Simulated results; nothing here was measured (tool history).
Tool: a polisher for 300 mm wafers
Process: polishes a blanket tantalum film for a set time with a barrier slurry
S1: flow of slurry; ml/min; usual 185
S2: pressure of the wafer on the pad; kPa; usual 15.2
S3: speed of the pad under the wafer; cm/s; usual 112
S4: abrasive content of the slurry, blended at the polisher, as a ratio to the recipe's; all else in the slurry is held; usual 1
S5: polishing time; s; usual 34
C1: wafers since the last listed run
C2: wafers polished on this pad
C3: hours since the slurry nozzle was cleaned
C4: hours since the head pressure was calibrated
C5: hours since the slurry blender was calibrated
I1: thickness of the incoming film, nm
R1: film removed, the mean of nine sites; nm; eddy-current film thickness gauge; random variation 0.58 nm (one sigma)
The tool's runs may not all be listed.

{"run": 1, "day": 0.0, "S1": 185, "S2": 15.2, "S3": 112, "S4": 1.15, "S5": 34, "C1": 0, "C2": 690, "C3": 622.8, "C4": 966.9, "C5": 46.7, "I1": 200.1, "R1": 75.5}
{"run": 2, "day": 0.271, "S1": 185, "S2": 15.2, "S3": 112, "S4": 1, "S5": 34, "C1": 68, "C2": 758, "C3": 629.3, "C4": 973.4, "C5": 53.2, "I1": 197.7, "R1": 71.4}
{"day": 0.567, "done": "worn pad replaced by a new one"}
{"run": 3, "day": 0.796, "S1": 185, "S2": 15.2, "S3": 112, "S4": 1, "S5": 34, "C1": 89, "C2": 57, "C3": 641.9, "C4": 986, "C5": 65.8, "I1": 203.4, "R1": 71.8}
{"run": 4, "day": 1.488, "S1": 185, "S2": 15.2, "S3": 112, "S4": 1, "S5": 34, "C1": 173, "C2": 230, "C3": 658.5, "C4": 1002.6, "C5": 82.4, "I1": 202.4, "R1": 72.8}
{"run": 5, "day": 1.825, "S1": 185, "S2": 15.2, "S3": 112, "S4": 1, "S5": 34, "C1": 84, "C2": 315, "C3": 666.6, "C4": 1010.7, "C5": 90.5, "I1": 199.7, "R1": 71.7}
{"run": 6, "day": 2.079, "S1": 185, "S2": 15.2, "S3": 112, "S4": 1, "S5": 34, "C1": 63, "C2": 379, "C3": 672.7, "C4": 1016.8, "C5": 96.6, "I1": 201.4, "R1": 72}
{"run": 7, "day": 2.625, "S1": 185, "S2": 15.2, "S3": 112, "S4": 1, "S5": 34, "C1": 137, "C2": 516, "C3": 685.8, "C4": 1029.9, "C5": 109.7, "I1": 202, "R1": 71.5}
{"run": 8, "day": 3.292, "S1": 185, "S2": 15.2, "S3": 112, "S4": 1, "S5": 34, "C1": 167, "C2": 683, "C3": 701.8, "C4": 1045.9, "C5": 125.7, "I1": 199.3, "R1": 72.8}
{"day": 3.804, "done": "slurry blender recalibrated"}
{"run": 9, "day": 4.038, "S1": 185, "S2": 15.2, "S3": 112, "S4": 1, "S5": 34, "C1": 166, "C2": 850, "C3": 719.7, "C4": 1063.8, "C5": 5.6, "I1": 200.1, "R1": 72.5}
{"day": 4.283, "done": "slurry nozzle cleaned"}
{"day": 4.638, "done": "worn pad replaced by a new one"}
{"run": 10, "day": 4.75, "S1": 185, "S2": 15.2, "S3": 112, "S4": 1, "S5": 34, "C1": 126, "C2": 28, "C3": 11.2, "C4": 1080.9, "C5": 22.7, "I1": 199.7, "R1": 72.2}
{"run": 11, "day": 5.033, "S1": 185, "S2": 15.2, "S3": 112, "S4": 1, "S5": 34, "C1": 71, "C2": 99, "C3": 18, "C4": 1087.7, "C5": 29.5, "I1": 201.6, "R1": 71.6}
{"run": 12, "day": 5.388, "S1": 125, "S2": 11.7, "S3": 98, "S4": 1.1, "S5": 34, "C1": 88, "C2": 188, "C3": 26.5, "C4": 1096.2, "C5": 38, "I1": 199, "R1": 48.2}
{"day": 7.0, "done": "head pressure recalibrated"}
{"run": 13, "day": 7.412, "S1": 240, "S2": 20, "S3": 88, "S4": 1, "S5": 34, "C1": 487, "C2": 676, "C3": 75.1, "C4": 9.9, "C5": 86.6, "I1": 199.2, "R1": 92.9}
{"run": 14, "day": 7.762, "S1": 235, "S2": 15.2, "S3": 112, "S4": 1, "S5": 31, "C1": 87, "C2": 764, "C3": 83.5, "C4": 18.3, "C5": 95, "I1": 201.7, "R1": 79.1}
{"run": 15, "day": 8.275, "S1": 185, "S2": 12.4, "S3": 112, "S4": 0.75, "S5": 30, "C1": 128, "C2": 892, "C3": 95.8, "C4": 30.6, "C5": 107.3, "I1": 200.3, "R1": 53.8}
{"day": 8.517, "done": "slurry blender recalibrated"}
{"day": 8.579, "done": "worn pad replaced by a new one"}
{"run": 16, "day": 8.858, "S1": 185, "S2": 15.2, "S3": 112, "S4": 1, "S5": 34, "C1": 109, "C2": 70, "C3": 109.8, "C4": 44.6, "C5": 8.2, "I1": 202.7, "R1": 82.2}
{"run": 17, "day": 9.146, "S1": 185, "S2": 15.2, "S3": 76, "S4": 1, "S5": 29, "C1": 72, "C2": 142, "C3": 116.7, "C4": 51.5, "C5": 15.1, "I1": 197.6, "R1": 51.3}
{"run": 18, "day": 9.867, "S1": 245, "S2": 11.7, "S3": 112, "S4": 1, "S5": 34, "C1": 181, "C2": 323, "C3": 134, "C4": 68.8, "C5": 32.4, "I1": 197.8, "R1": 65.1}
{"run": 19, "day": 10.492, "S1": 185, "S2": 18.6, "S3": 112, "S4": 1, "S5": 37, "C1": 156, "C2": 480, "C3": 149, "C4": 83.8, "C5": 47.4, "I1": 200.7, "R1": 107.6}
{"run": 20, "day": 11.15, "S1": 225, "S2": 18.6, "S3": 102, "S4": 1, "S5": 46, "C1": 165, "C2": 645, "C3": 164.8, "C4": 99.6, "C5": 63.2, "I1": 201.2, "R1": 127.7}

4 ways to go on from here, each from the tool as it stands after run 20. What would each give?
{"run": "A", "day": 11.167, "S1": 185, "S2": 15.2, "S3": 112, "S4": 1, "S5": 34, "C1": 4, "C2": 650, "C3": 165.2, "C4": 100, "C5": 63.6, "I1": 199.1, "R1": "?"}
{"run": "B", "day": 11.167, "S1": 235, "S2": 15.2, "S3": 112, "S4": 1, "S5": 34, "C1": 4, "C2": 650, "C3": 165.2, "C4": 100, "C5": 63.6, "I1": 199.1, "R1": "?"}
{"run": "C", "day": 11.167, "S1": 125, "S2": 15.2, "S3": 126, "S4": 1, "S5": 34, "C1": 4, "C2": 650, "C3": 165.2, "C4": 100, "C5": 63.6, "I1": 199.1, "R1": "?"}
{"run": "D", "day": 11.167, "S1": 120, "S2": 15.2, "S3": 138, "S4": 1, "S5": 34, "C1": 4, "C2": 650, "C3": 165.2, "C4": 100, "C5": 63.6, "I1": 199.1, "R1": "?"}

run=A R1=81.2
run=B R1=83.4
run=C R1=85.3
run=D R1=91.8
Without the tool's hidden state the same runs would have given:
run=A R1=83.7
run=B R1=85.9
run=C R1=87.9
run=D R1=94.6

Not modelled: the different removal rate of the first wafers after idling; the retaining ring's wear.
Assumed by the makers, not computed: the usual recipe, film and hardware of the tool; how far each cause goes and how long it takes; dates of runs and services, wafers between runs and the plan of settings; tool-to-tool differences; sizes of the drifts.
